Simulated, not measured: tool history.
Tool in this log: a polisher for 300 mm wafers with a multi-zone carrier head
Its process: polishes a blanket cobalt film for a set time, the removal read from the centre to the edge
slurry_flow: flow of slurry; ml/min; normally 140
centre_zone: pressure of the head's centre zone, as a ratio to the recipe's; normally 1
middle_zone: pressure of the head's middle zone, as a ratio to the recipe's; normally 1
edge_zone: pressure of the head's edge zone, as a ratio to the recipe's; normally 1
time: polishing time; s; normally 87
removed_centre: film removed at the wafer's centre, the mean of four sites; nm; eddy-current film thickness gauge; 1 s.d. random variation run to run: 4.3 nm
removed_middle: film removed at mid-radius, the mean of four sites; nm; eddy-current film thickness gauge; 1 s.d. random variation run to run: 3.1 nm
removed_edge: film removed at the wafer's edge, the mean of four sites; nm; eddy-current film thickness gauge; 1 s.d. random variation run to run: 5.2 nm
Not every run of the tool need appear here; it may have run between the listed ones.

| run | hour | slurry_flow | centre_zone | middle_zone | edge_zone | time | wafers since the last listed run | wafers polished on this pad | hours since the slurry nozzle was cleaned | hours since the centre zone pressure was calibrated | hours since the edge zone pressure was calibrated | hours since the carrier head's membrane was replaced | incoming thickness of the incoming film, nm | removed_centre | removed_middle | removed_edge |
|---|---|---|---|---|---|---|---|---|---|---|---|---|---|---|---|---|
| 1 | 0 | 140 | 1 | 1 | 1 | 87 | 0 | 15 | 138.8 | 789 | 1246 | 1618.5 | 1097.4 | 385.8 | 342.7 | 349.7 |
| 2 | 15.2 | 140 | 1 | 1.05 | 1.03 | 87 | 109 | 124 | 154 | 804.2 | 1261.2 | 1633.7 | 1114.6 | 394 | 350.2 | 343.3 |
| 3 | 34.3 | 140 | 1 | 1 | 1 | 87 | 137 | 261 | 173.1 | 823.3 | 1280.3 | 1652.8 | 1105.4 | 382.3 | 333.3 | 338.5 |
| 4 | 60.2 | 140 | 1 | 1 | 1 | 87 | 186 | 448 | 199 | 849.2 | 1306.2 | 1678.7 | 1095.9 | 382.5 | 332.2 | 330.6 |
|  | 80.8 | slurry nozzle cleaned |
| 5 | 86.5 | 140 | 1 | 1 | 1 | 87 | 181 | 629 | 5.7 | 875.5 | 1332.5 | 1705 | 1098.1 | 380.8 | 328.9 | 326.4 |
| 6 | 110.9 | 140 | 1 | 1 | 1 | 87 | 175 | 805 | 30.1 | 899.9 | 1356.9 | 1729.4 | 1096.1 | 373.4 | 324.7 | 335 |
| 7 | 140.4 | 140 | 1 | 1 | 1 | 87 | 211 | 1017 | 59.6 | 929.4 | 1386.4 | 1758.9 | 1106.3 | 380.6 | 326.2 | 333 |
|  | 144.3 | edge zone pressure recalibrated |
|  | 148.4 | centre zone pressure recalibrated |
|  | 180.4 | worn pad replaced by a new one |
| 8 | 228.6 | 140 | 1 | 1 | 1 | 87 | 576 | 346 | 147.8 | 80.2 | 84.3 | 1847.1 | 1098 | 331.4 | 330.6 | 334.7 |
| 9 | 245.1 | 140 | 1 | 1 | 1 | 87 | 118 | 464 | 164.3 | 96.7 | 100.8 | 1863.6 | 1097.1 | 333.9 | 326.8 | 329.6 |
| 10 | 258.5 | 140 | 1 | 1 | 1.07 | 87 | 96 | 560 | 177.7 | 110.1 | 114.2 | 1877 | 1087.9 | 337.9 | 325.9 | 347.6 |
| 11 | 275.3 | 140 | 1.1 | 1.05 | 1 | 87 | 120 | 681 | 194.5 | 126.9 | 131 | 1893.8 | 1087 | 358 | 336.7 | 340.3 |
|  | 305.1 | slurry nozzle cleaned |
|  | 305.2 | carrier head's membrane replaced by a new one |
| 12 | 309.3 | 140 | 1 | 1 | 1 | 87 | 236 | 917 | 4.2 | 160.9 | 165 | 4.1 | 1093.3 | 326 | 318.8 | 325.6 |
| 13 | 342.1 | 140 | 1 | 1 | 1 | 87 | 235 | 1153 | 37 | 193.7 | 197.8 | 36.9 | 1106.6 | 328.7 | 319.9 | 332.8 |
| 14 | 361.7 | 120 | 1 | 1 | 1 | 104 | 140 | 1294 | 56.6 | 213.3 | 217.4 | 56.5 | 1093 | 391.5 | 375.1 | 383.1 |
|  | 380.4 | worn pad replaced by a new one |
| 15 | 386.8 | 140 | 1.12 | 1.09 | 0.89 | 60 | 151 | 45 | 81.7 | 238.4 | 242.5 | 81.6 | 1101 | 276 | 250.7 | 222.2 |
| 16 | 400.4 | 120 | 1.11 | 1 | 0.9 | 87 | 97 | 143 | 95.3 | 252 | 256.1 | 95.2 | 1105.3 | 390.4 | 323 | 327 |
| 17 | 429.8 | 160 | 1.05 | 1.12 | 0.97 | 87 | 211 | 354 | 124.7 | 281.4 | 285.5 | 124.6 | 1085 | 377 | 380.3 | 332.7 |
| 18 | 449 | 140 | 1 | 1 | 1 | 87 | 137 | 492 | 143.9 | 300.6 | 304.7 | 143.8 | 1092 | 348.4 | 335 | 334.2 |
| 19 | 475.9 | 110 | 1.05 | 1 | 1.09 | 87 | 193 | 686 | 170.8 | 327.5 | 331.6 | 170.7 | 1107.2 | 343.3 | 312.7 | 345.7 |

Results for each run, recomputed without the tool's hidden state and with each run's random variation untouched:
The tool's hidden condition here consists of: removal rate lost through wear of the pad, %; slurry flow missing at the pad, %; deviation of the centre zone's pressure from its setpoint, %; deviation of the edge zone's pressure from its setpoint, %.
| run | removed_centre | removed_middle | removed_edge |
|---|---|---|---|
| 1 | 345 | 344.5 | 351.2 |
| 2 | 355.9 | 356 | 348.7 |
| 3 | 348.3 | 342.5 | 347.7 |
| 4 | 351.1 | 344.9 | 343 |
| 5 | 350.8 | 343.7 | 340.9 |
| 6 | 344.5 | 340.7 | 351.3 |
| 7 | 351 | 343.4 | 350.3 |
| 8 | 342.9 | 345.6 | 349.9 |
| 9 | 346.7 | 343.5 | 346.5 |
| 10 | 351.6 | 343.9 | 366.7 |
| 11 | 373.1 | 356.6 | 360.4 |
| 12 | 339.9 | 339.3 | 346.4 |
| 13 | 342.2 | 341.3 | 355 |
| 14 | 407.1 | 400.6 | 409.1 |
| 15 | 269.7 | 252.2 | 223.5 |
| 16 | 384.5 | 328.1 | 332.1 |
| 17 | 375.4 | 392 | 342.9 |
| 18 | 348.3 | 347.6 | 346.7 |
| 19 | 344.3 | 326.5 | 360.8 |
